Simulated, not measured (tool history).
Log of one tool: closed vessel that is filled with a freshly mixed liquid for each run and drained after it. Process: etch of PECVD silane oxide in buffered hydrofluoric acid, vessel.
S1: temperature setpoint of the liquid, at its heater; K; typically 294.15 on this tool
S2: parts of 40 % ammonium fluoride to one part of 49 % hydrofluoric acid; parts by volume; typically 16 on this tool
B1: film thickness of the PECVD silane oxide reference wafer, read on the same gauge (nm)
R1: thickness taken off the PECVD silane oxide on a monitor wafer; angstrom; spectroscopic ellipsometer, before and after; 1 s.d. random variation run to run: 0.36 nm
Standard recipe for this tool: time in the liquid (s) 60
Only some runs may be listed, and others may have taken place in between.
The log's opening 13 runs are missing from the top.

run 14 day=30.671 | S1=294.15 S2=13 time_in_the_liquid_(s)=60 | B1=50 | R1=1370.2
run 15 day=32.938 | S1=294.15 S2=16 time_in_the_liquid_(s)=60 | B1=50 | R1=1108.8
run 16 day=35.479 | S1=296.15 S2=12.5 time_in_the_liquid_(s)=60 | B1=49.99 | R1=1586.8
run 17 day=38.25 | S1=290.65 S2=20 time_in_the_liquid_(s)=90 | B1=49.99 | R1=1106.3
run 18 day=40.35 | S1=297.65 S2=14 time_in_the_liquid_(s)=50 | B1=50.01 | R1=1286.9
run 19 day=42.175 | S1=290.15 S2=22 time_in_the_liquid_(s)=80 | B1=49.99 | R1=890.4
run 20 day=44.046 | S1=292.65 S2=11 time_in_the_liquid_(s)=35 | B1=49.99 | R1=857
run 21 day=46.033 | S1=294.15 S2=16 time_in_the_liquid_(s)=60 | B1=49.98 | R1=1113
run 22 day=48.675 | S1=290.15 S2=16 time_in_the_liquid_(s)=60 | B1=50 | R1=884.5
run 23 day=51.562 | S1=294.15 S2=10.5 time_in_the_liquid_(s)=85 | B1=50 | R1=2371.9
run 24 day=53.692 | S1=292.65 S2=19.5 time_in_the_liquid_(s)=50 | B1=50.01 | R1=697.2
run 25 day=55.004 | S1=294.15 S2=11 time_in_the_liquid_(s)=60 | B1=49.96 | R1=1603.4
run 26 day=56.721 | S1=294.15 S2=22 time_in_the_liquid_(s)=50 | B1=49.99 | R1=694.3
run 27 day=57.838 | S1=298.65 S2=11.5 time_in_the_liquid_(s)=85 | B1=50 | R1=2761.7
run 28 day=60.492 | S1=294.15 S2=16 time_in_the_liquid_(s)=60 | B1=50.03 | R1=1100.4
run 29 day=63.217 | S1=296.65 S2=12.5 time_in_the_liquid_(s)=60 | B1=49.98 | R1=1618.3
run 30 day=65.688 | S1=298.65 S2=11.5 time_in_the_liquid_(s)=60 | B1=49.99 | R1=1938
run 31 day=66.8 | S1=294.15 S2=16 time_in_the_liquid_(s)=60 | B1=50.01 | R1=1099.3
run 32 day=68.008 | S1=290.15 S2=19 time_in_the_liquid_(s)=35 | B1=50.03 | R1=430.7
run 33 day=70.529 | S1=294.15 S2=16 time_in_the_liquid_(s)=60 | B1=50 | R1=1097.1

Each row is a separate what-if for the run after 33, all from the same tool condition, not one after another. Results?
run A day=70.558 | S1=290.65 S2=16 time_in_the_liquid_(s)=60 | B1=? | R1=?
run B day=70.558 | S1=297.15 S2=16 time_in_the_liquid_(s)=60 | B1=? | R1=?
run C day=70.558 | S1=291.65 S2=18.5 time_in_the_liquid_(s)=75 | B1=? | R1=?

run=A B1=49.98 R1=896.9
run=B B1=49.98 R1=1289.2
run=C B1=49.98 R1=1028.2
The same runs, with their run-to-run variation unchanged, on a tool lacking any hidden condition would have given:
run=A R1=919.2
run=B R1=1321.2
run=C R1=1053.8
